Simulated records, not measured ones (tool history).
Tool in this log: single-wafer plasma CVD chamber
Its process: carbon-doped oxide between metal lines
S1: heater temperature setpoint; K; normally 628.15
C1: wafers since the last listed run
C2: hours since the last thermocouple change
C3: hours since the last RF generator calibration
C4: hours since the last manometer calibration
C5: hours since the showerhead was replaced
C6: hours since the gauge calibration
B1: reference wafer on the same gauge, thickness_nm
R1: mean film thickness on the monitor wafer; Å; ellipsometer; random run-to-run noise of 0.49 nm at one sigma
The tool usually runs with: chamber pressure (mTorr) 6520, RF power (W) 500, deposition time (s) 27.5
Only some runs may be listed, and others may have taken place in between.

Run 1, day 0.000: usual settings; C1 0; C2 1922.3; C3 660.9; C4 1729.6; C5 5083.0; C6 128.1; B1 172.902. Result: R1 1451.50 Å.
At day 0.612: gauge calibrated.
Run 2, day 0.733: usual settings; C1 318; C2 1939.9; C3 678.5; C4 1747.2; C5 5100.6; C6 2.9; B1 172.952. Result: R1 1451.75 Å.
Run 3, day 1.092: usual settings; C1 155; C2 1948.5; C3 687.1; C4 1755.8; C5 5109.2; C6 11.5; B1 173.104. Result: R1 1453.05 Å.
Run 4, day 1.358: usual settings but chamber pressure (mTorr) 6060; C1 115; C2 1954.9; C3 693.5; C4 1762.2; C5 5115.6; C6 17.9; B1 173.002. Result: R1 1445.35 Å.
Run 5, day 1.808: usual settings but chamber pressure (mTorr) 6060; C1 195; C2 1965.7; C3 704.3; C4 1773.0; C5 5126.4; C6 28.7; B1 173.127. Result: R1 1451.48 Å.
Run 6, day 2.542: usual settings but chamber pressure (mTorr) 6060; C1 318; C2 1983.3; C3 721.9; C4 1790.6; C5 5144.0; C6 46.3; B1 172.840. Result: R1 1439.47 Å.
At day 3.167: showerhead replaced.
At day 3.429: thermocouple changed; heater temperature recalibrated.
At day 3.483: capacitance manometer re-zeroed and calibrated.
At day 3.554: RF generator calibrated.
Run 7, day 3.575: usual settings; C1 136; C2 3.5; C3 0.5; C4 2.2; C5 9.8; C6 71.1; B1 172.988. Result: R1 1450.06 Å.
Run 8, day 3.588: usual settings; C1 5; C2 3.8; C3 0.8; C4 2.5; C5 10.1; C6 71.4; B1 172.860. Result: R1 1454.07 Å.
Run 9, day 3.600: usual settings; C1 5; C2 4.1; C3 1.1; C4 2.8; C5 10.4; C6 71.7; B1 173.074. Result: R1 1450.95 Å.
Run 10, day 4.196: usual settings but chamber pressure (mTorr) 7420; C1 258; C2 18.4; C3 15.4; C4 17.1; C5 24.7; C6 86.0; B1 173.063. Result: R1 1477.58 Å.
Run 11, day 4.792: usual settings; C1 258; C2 32.7; C3 29.7; C4 31.4; C5 39.0; C6 100.3; B1 173.038. Result: R1 1458.16 Å.
Run 12, day 5.204: usual settings; C1 179; C2 42.6; C3 39.6; C4 41.3; C5 48.9; C6 110.2; B1 173.073. Result: R1 1454.97 Å.

What will run 13 give?
At day 5.421: gauge calibrated.
Run 13, day 5.729: usual settings but chamber pressure (mTorr) 7510, deposition time (s) 24.0; C1 228; C2 55.2; C3 52.2; C4 53.9; C5 61.5; C6 7.4; B1 ?. Result: R1 ?.

B1: 172.823
R1: 1287.44 Å
Minus the tool's unlogged condition, the same run would have read R1 1287.44 Å.

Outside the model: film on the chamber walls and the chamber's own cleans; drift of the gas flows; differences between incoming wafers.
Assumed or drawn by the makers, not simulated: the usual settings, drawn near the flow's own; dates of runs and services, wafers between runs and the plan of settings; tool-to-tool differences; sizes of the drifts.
